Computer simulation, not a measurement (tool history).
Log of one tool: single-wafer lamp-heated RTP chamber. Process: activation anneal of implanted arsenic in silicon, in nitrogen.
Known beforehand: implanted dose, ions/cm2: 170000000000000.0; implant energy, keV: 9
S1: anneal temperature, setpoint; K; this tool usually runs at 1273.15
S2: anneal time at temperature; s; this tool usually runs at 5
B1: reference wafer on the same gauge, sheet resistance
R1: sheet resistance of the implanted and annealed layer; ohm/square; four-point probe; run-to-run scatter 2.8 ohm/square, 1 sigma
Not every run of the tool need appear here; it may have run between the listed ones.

| run | hour | S1 | S2 | B1 | R1 |
|---|---|---|---|---|---|
| 1 | 0.0 | 1273.15 | 6 | 418.34 | 511.51 |
| 2 | 86.1 | 1273.15 | 5 | 418.07 | 511.33 |
| 3 | 124.8 | 1273.15 | 5 | 416.62 | 512.64 |
| 4 | 179.4 | 1281.15 | 7 | 416.00 | 509.06 |
| 5 | 273.6 | 1281.15 | 7 | 415.42 | 503.89 |
| 6 | 326.4 | 1281.15 | 7 | 414.26 | 503.93 |
| 7 | 370.2 | 1273.15 | 5 | 414.10 | 509.68 |
| 8 | 457.4 | 1273.15 | 5 | 413.32 | 511.17 |
| 9 | 514.2 | 1273.15 | 5 | 412.22 | 513.05 |
| 10 | 560.4 | 1273.15 | 5 | 412.03 | 506.14 |
| 11 | 624.5 | 1273.15 | 5 | 411.29 | 504.49 |
| 12 | 703.7 | 1297.15 | 4 | 410.62 | 500.27 |
| 13 | 794.8 | 1297.15 | 4 | 408.45 | 503.39 |
| 14 | 892.7 | 1297.15 | 4 | 407.01 | 494.69 |
| 15 | 964.6 | 1262.15 | 5 | 406.43 | 505.04 |
| 16 | 1029.8 | 1273.15 | 5 | 405.31 | 502.19 |
| 17 | 1111.8 | 1281.15 | 7 | 405.10 | 495.46 |
| 18 | 1208.4 | 1296.15 | 6 | 403.52 | 490.36 |
| 19 | 1293.0 | 1297.15 | 8 | 429.28 | 517.97 |
| 20 | 1344.8 | 1248.15 | 4 | 427.90 | 531.40 |
| 21 | 1405.5 | 1264.15 | 5 | 427.28 | 527.06 |
| 22 | 1501.9 | 1281.15 | 7 | 426.60 | 519.34 |
| 23 | 1571.3 | 1255.15 | 7 | 426.10 | 523.09 |
| 24 | 1660.7 | 1273.15 | 5 | 424.60 | 522.53 |
| 25 | 1703.5 | 1273.15 | 3 | 424.12 | 523.33 |
| 26 | 1795.9 | 1261.15 | 3 | 423.27 | 527.50 |
| 27 | 1881.6 | 1263.15 | 3 | 423.21 | 523.74 |
| 28 | 1952.4 | 1273.15 | 5 | 422.36 | 515.58 |
| 29 | 2049.5 | 1245.15 | 4 | 420.08 | 522.03 |
| 30 | 2088.0 | 1298.15 | 3 | 419.50 | 520.14 |
| 31 | 2185.4 | 1301.15 | 5 | 418.59 | 510.15 |
| 32 | 2248.1 | 1259.15 | 5 | 417.53 | 512.86 |
| 33 | 2313.8 | 1273.15 | 5 | 416.38 | 518.53 |
| 34 | 2372.7 | 1258.15 | 3 | 416.00 | 520.28 |
| 35 | 2455.7 | 1273.15 | 5 | 415.29 | 511.34 |
| 36 | 2519.9 | 1273.15 | 4 | 414.45 | 509.51 |

Not shown: 11 entries that the log had between the listed runs. Between which runs, and how does the tool's hidden state differ before and after?
Runs 1 to 2: pyrometer window cleaned and pyrometer calibrated (hour 18.1); reflector plate cleaned (hour 54.7)
  gauge reads high (%): -2.01 -> -2.25
  measured less the result without the state, R1: -10.49 -> -11.79 ohm/square
Runs 10 to 11: reflector plate cleaned (hour 624.0)
  gauge reads high (%): -3.59 -> -3.77
  measured less the result without the state, R1: -18.87 -> -19.79 ohm/square
Runs 11 to 12: pyrometer window cleaned and pyrometer calibrated (hour 683.2)
  gauge reads high (%): -3.77 -> -4
  measured less the result without the state, R1: -19.79 -> -20.84 ohm/square
Runs 17 to 18: pyrometer window cleaned and pyrometer calibrated (hour 1194.0)
  gauge reads high (%): -5.15 -> -5.42
  measured less the result without the state, R1: -26.91 -> -28.13 ohm/square
Runs 18 to 19: reflector plate cleaned (hour 1259.5); gauge calibrated (hour 1274.9)
  gauge reads high (%): -5.42 -> 0.511
  measured less the result without the state, R1: -28.13 -> +2.63 ohm/square
Runs 25 to 26: pyrometer window cleaned and pyrometer calibrated (hour 1744.2)
  gauge reads high (%): -0.649 -> -0.911
  measured less the result without the state, R1: -3.42 -> -4.85 ohm/square
Runs 27 to 28: reflector plate cleaned (hour 1925.6)
  gauge reads high (%): -1.15 -> -1.35
  measured less the result without the state, R1: -6.11 -> -7.08 ohm/square
Runs 33 to 34: pyrometer window cleaned and pyrometer calibrated (hour 2367.6)
  gauge reads high (%): -2.37 -> -2.54
  measured less the result without the state, R1: -12.61 -> -13.56 ohm/square
Runs 35 to 36: reflector plate cleaned (hour 2485.2)
  gauge reads high (%): -2.78 -> -2.96
  measured less the result without the state, R1: -14.59 -> -15.52 ohm/square
